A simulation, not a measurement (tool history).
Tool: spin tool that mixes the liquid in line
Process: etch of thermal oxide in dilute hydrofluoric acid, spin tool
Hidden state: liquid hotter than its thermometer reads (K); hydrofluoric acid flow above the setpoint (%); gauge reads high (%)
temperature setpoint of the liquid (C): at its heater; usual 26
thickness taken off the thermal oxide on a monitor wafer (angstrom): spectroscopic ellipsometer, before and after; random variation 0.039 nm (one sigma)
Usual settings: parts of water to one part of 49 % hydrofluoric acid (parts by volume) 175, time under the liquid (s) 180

run	hour	temperature setpoint of the liquid (C)	parts of water to one part of 49 % hydrofluoric acid (parts by volume)	time under the liquid (s)	wafers since the last listed run	hours since the thermometer was replaced	hours since the hydrofluoric acid flow meter was replaced	hours since the gauge calibration	read-back film thickness of the thermal oxide reference wafer, read on the same gauge (nm)	thickness taken off the thermal oxide on a monitor wafer (angstrom)
1	0	26	175	180	0	794.2	1386.8	1639	140.043	50.04
2	62.2	23	175	180	431	856.4	1449	1701.2	140.005	44.86
3	186.7	26	175	150	862	980.9	1573.5	1825.7	139.984	42.01
4	227.9	26	175	150	285	1022.1	1614.7	1866.9	139.986	41.54
5	326.7	26	175	150	684	1120.9	1713.5	1965.7	139.97	42.5
6	365	26	230	180	265	1159.2	1751.8	2004	140.035	35.99
# hour 372.3: gauge calibrated
7	466.5	26	230	180	703	1260.7	1853.3	94.2	139.99	35.99
8	550.6	26	205	180	582	1344.8	1937.4	178.3	140.024	41.79
9	604.6	26	205	180	374	1398.8	1991.4	232.3	140.021	42.23
10	692.6	26	175	180	609	1486.8	2079.4	320.3	139.969	49.78
11	768.7	23	205	225	527	1562.9	2155.5	396.4	139.983	47.4
12	911.6	26	140	180	990	1705.8	2298.4	539.3	139.993	65.27
13	1009.4	26	255	180	677	1803.6	2396.2	637.1	140.001	32.13
14	1112.1	26	175	150	711	1906.3	2498.9	739.8	139.973	42.63
15	1167.5	26	175	130	383	1961.7	2554.3	795.2	139.974	36.85
16	1256	26	255	180	613	2050.2	2642.8	883.7	139.99	32.26
17	1309.2	26	175	180	368	2103.4	2696	936.9	140.011	51.44
18	1370.1	26	130	180	422	2164.3	2756.9	997.8	139.984	72.91
# hour 1380.7: hydrofluoric acid flow meter replaced
19	1476	26	175	180	727	2270.2	95.3	1103.7	140.032	49.09
20	1514.2	26	205	180	264	2308.4	133.5	1141.9	139.947	40.59
21	1579.5	26	95	180	452	2373.7	198.8	1207.2	139.994	99.18
22	1639.3	28	135	135	414	2433.5	258.6	1267	140.025	54.52
# hour 1717.7: thermometer replaced
23	1722.9	26	260	180	572	5.2	342.2	1350.6	139.986	30.47
24	1812.4	26	135	180	620	94.7	431.7	1440.1	139.98	66.28
25	1853.8	26	235	180	286	136.1	473.1	1481.5	139.939	34.28
26	1890	30	175	180	250	172.3	509.3	1517.7	139.985	57.23
27	2183.7	27.5	115	180	2035	466	803	1811.4	139.983	84.63
28	2280.7	26	100	180	672	563	900	1908.4	139.968	94.38
29	2375.7	28.5	255	105	658	658	995	2003.4	139.981	20
30	2439.2	22	225	180	440	721.5	1058.5	2066.9	140.018	31.38
31	2505.3	26	175	180	458	787.6	1124.6	2133	140.027	50.53

Forecast run 32:
32	2592.9	26	175	180	607	875.2	1212.2	2220.6	?	?

read-back film thickness of the thermal oxide reference wafer, read on the same gauge (nm): 139.963
thickness taken off the thermal oxide on a monitor wafer (angstrom): 49.76
Without the tool's hidden state the same run would have given thickness taken off the thermal oxide on a monitor wafer (angstrom) 48.16.

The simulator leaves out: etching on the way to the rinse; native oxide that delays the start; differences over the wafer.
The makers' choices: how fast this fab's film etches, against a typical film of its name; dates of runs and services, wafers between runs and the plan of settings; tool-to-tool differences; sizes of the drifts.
